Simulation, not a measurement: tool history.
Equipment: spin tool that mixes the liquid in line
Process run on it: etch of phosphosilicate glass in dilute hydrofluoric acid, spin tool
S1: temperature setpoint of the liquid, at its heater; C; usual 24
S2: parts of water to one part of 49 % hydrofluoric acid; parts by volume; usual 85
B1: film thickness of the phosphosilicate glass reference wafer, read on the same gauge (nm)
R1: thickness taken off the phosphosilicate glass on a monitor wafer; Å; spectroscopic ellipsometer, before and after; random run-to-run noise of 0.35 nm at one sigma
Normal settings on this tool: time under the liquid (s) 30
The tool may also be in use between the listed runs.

run 1 day=0 | S1=24 S2=85 time_under_the_liquid_(s)=30 | B1=59.99 | R1=357.6
run 2 day=0.275 | S1=24 S2=85 time_under_the_liquid_(s)=30 | B1=60.01 | R1=350.8
run 3 day=0.642 | S1=24 S2=85 time_under_the_liquid_(s)=30 | B1=59.99 | R1=354.1
run 4 day=0.9 | S1=24 S2=70 time_under_the_liquid_(s)=30 | B1=60 | R1=439.4
run 5 day=1.612 | S1=24 S2=70 time_under_the_liquid_(s)=30 | B1=59.99 | R1=448.4
run 6 day=2.342 | S1=24 S2=85 time_under_the_liquid_(s)=30 | B1=59.99 | R1=349.3
run 7 day=2.971 | S1=24 S2=85 time_under_the_liquid_(s)=30 | B1=60 | R1=353.3
run 8 day=3.65 | S1=24 S2=85 time_under_the_liquid_(s)=30 | B1=60.01 | R1=355.1
run 9 day=4.025 | S1=24 S2=85 time_under_the_liquid_(s)=20 | B1=60.01 | R1=235.3
-- day=4.421 thermometer replaced
run 10 day=4.442 | S1=24 S2=85 time_under_the_liquid_(s)=20 | B1=60.01 | R1=237.5
-- day=5.075 gauge calibrated
run 11 day=5.125 | S1=24 S2=85 time_under_the_liquid_(s)=20 | B1=60 | R1=235.1
run 12 day=5.475 | S1=24 S2=95 time_under_the_liquid_(s)=30 | B1=59.99 | R1=311.4
run 13 day=5.879 | S1=24 S2=85 time_under_the_liquid_(s)=30 | B1=60 | R1=356
run 14 day=6.317 | S1=24 S2=85 time_under_the_liquid_(s)=30 | B1=60.01 | R1=355.8
run 15 day=6.717 | S1=25.5 S2=85 time_under_the_liquid_(s)=30 | B1=60 | R1=378.9
run 16 day=6.992 | S1=24 S2=120 time_under_the_liquid_(s)=15 | B1=60.01 | R1=121
run 17 day=7.254 | S1=22.5 S2=70 time_under_the_liquid_(s)=45 | B1=60 | R1=622.9
run 18 day=7.846 | S1=22 S2=55 time_under_the_liquid_(s)=30 | B1=60.01 | R1=527
-- day=9.483 hydrofluoric acid flow meter replaced
run 19 day=9.542 | S1=24 S2=85 time_under_the_liquid_(s)=30 | B1=60 | R1=355.3
run 20 day=9.858 | S1=24 S2=85 time_under_the_liquid_(s)=40 | B1=59.98 | R1=473.1
run 21 day=10.25 | S1=22.5 S2=120 time_under_the_liquid_(s)=40 | B1=59.99 | R1=299.9
run 22 day=10.529 | S1=27 S2=115 time_under_the_liquid_(s)=40 | B1=59.98 | R1=376.2
run 23 day=11.262 | S1=26 S2=115 time_under_the_liquid_(s)=15 | B1=60.01 | R1=138.8
run 24 day=11.617 | S1=24 S2=85 time_under_the_liquid_(s)=30 | B1=60 | R1=358.1
run 25 day=12.054 | S1=21 S2=70 time_under_the_liquid_(s)=20 | B1=60.01 | R1=258.9
run 26 day=12.654 | S1=25.5 S2=65 time_under_the_liquid_(s)=25 | B1=59.99 | R1=421.7
run 27 day=13.021 | S1=24 S2=85 time_under_the_liquid_(s)=30 | B1=59.99 | R1=353.9

Predict each of these 5 candidate next runs independently; none follows another, all start after run 27:
run A day=13.038 | S1=28 S2=85 time_under_the_liquid_(s)=30 | B1=? | R1=?
run B day=13.038 | S1=24 S2=85 time_under_the_liquid_(s)=25 | B1=? | R1=?
run C day=13.038 | S1=24 S2=85 time_under_the_liquid_(s)=50 | B1=? | R1=?
run D day=13.038 | S1=25.5 S2=75 time_under_the_liquid_(s)=15 | B1=? | R1=?
run E day=13.038 | S1=24 S2=85 time_under_the_liquid_(s)=35 | B1=? | R1=?

run=A B1=60 R1=421.6
run=B B1=60 R1=300.2
run=C B1=60 R1=600.3
run=D B1=60 R1=219.5
run=E B1=60 R1=420.2
Take away the tool's hidden state, keep each run's random variation, and the runs would have read:
run=A R1=421.6
run=B R1=300.2
run=C R1=600.3
run=D R1=219.5
run=E R1=420.2
